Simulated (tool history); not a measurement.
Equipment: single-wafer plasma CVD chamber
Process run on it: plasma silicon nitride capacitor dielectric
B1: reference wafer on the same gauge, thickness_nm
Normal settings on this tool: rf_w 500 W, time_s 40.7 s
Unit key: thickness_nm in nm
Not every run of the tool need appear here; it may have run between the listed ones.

run 1 day=0 | rf_w=500 time_s=43 | B1=64.87 | thickness_nm=65.929
run 2 day=1.454 | rf_w=475 time_s=45.6 | B1=64.9 | thickness_nm=69.384
run 3 day=2.783 | rf_w=475 time_s=45.6 | B1=64.884 | thickness_nm=69.066
run 4 day=5.758 | rf_w=500 time_s=40.7 | B1=64.919 | thickness_nm=62.378
run 5 day=8.196 | rf_w=500 time_s=40.7 | B1=64.901 | thickness_nm=62.512
run 6 day=10.629 | rf_w=500 time_s=40.7 | B1=64.865 | thickness_nm=62.545
run 7 day=13.121 | rf_w=500 time_s=40.7 | B1=64.869 | thickness_nm=62.231
run 8 day=16.033 | rf_w=500 time_s=34.2 | B1=64.907 | thickness_nm=52.654
run 9 day=18.421 | rf_w=500 time_s=34.2 | B1=64.92 | thickness_nm=52.183
run 10 day=20.012 | rf_w=500 time_s=34.2 | B1=64.892 | thickness_nm=52.516
run 11 day=22.971 | rf_w=500 time_s=40.7 | B1=64.943 | thickness_nm=61.793
-- day=23.871 showerhead replaced
run 12 day=24.65 | rf_w=415 time_s=33.4 | B1=64.891 | thickness_nm=48.03
-- day=25.046 RF generator calibrated
run 13 day=26.296 | rf_w=540 time_s=40.7 | B1=64.88 | thickness_nm=65.743
run 14 day=28.629 | rf_w=545 time_s=43.6 | B1=64.873 | thickness_nm=71.034
-- day=30.083 gauge calibrated
run 15 day=30.825 | rf_w=500 time_s=40.7 | B1=64.946 | thickness_nm=63.71
run 16 day=33.779 | rf_w=415 time_s=47 | B1=64.909 | thickness_nm=69.44
run 17 day=35.225 | rf_w=500 time_s=40.7 | B1=64.885 | thickness_nm=64.326
run 18 day=44.212 | rf_w=425 time_s=40.7 | B1=64.95 | thickness_nm=60.308
run 19 day=47.158 | rf_w=580 time_s=35.6 | B1=64.887 | thickness_nm=58.459
run 20 day=48.317 | rf_w=575 time_s=37.6 | B1=64.902 | thickness_nm=61.672
run 21 day=51.288 | rf_w=500 time_s=40.7 | B1=64.893 | thickness_nm=63.977
run 22 day=52.517 | rf_w=555 time_s=43.7 | B1=64.943 | thickness_nm=70.886

What was the tool's hidden state at every run in the log?
gauge reads high (%): 0 in every run
H1: delivered RF power above the setpoint (%)
run=1 H1=-6.94
run=2 H1=-7.06
run=3 H1=-7.17
run=4 H1=-7.41
run=5 H1=-7.6
run=6 H1=-7.8
run=7 H1=-8
run=8 H1=-8.24
run=9 H1=-8.43
run=10 H1=-8.56
run=11 H1=-8.8
run=12 H1=-8.94
run=13 H1=-0.591
run=14 H1=-0.78
run=15 H1=-0.958
run=16 H1=-1.2
run=17 H1=-1.31
run=18 H1=-2.04
run=19 H1=-2.28
run=20 H1=-2.38
run=21 H1=-2.62
run=22 H1=-2.72
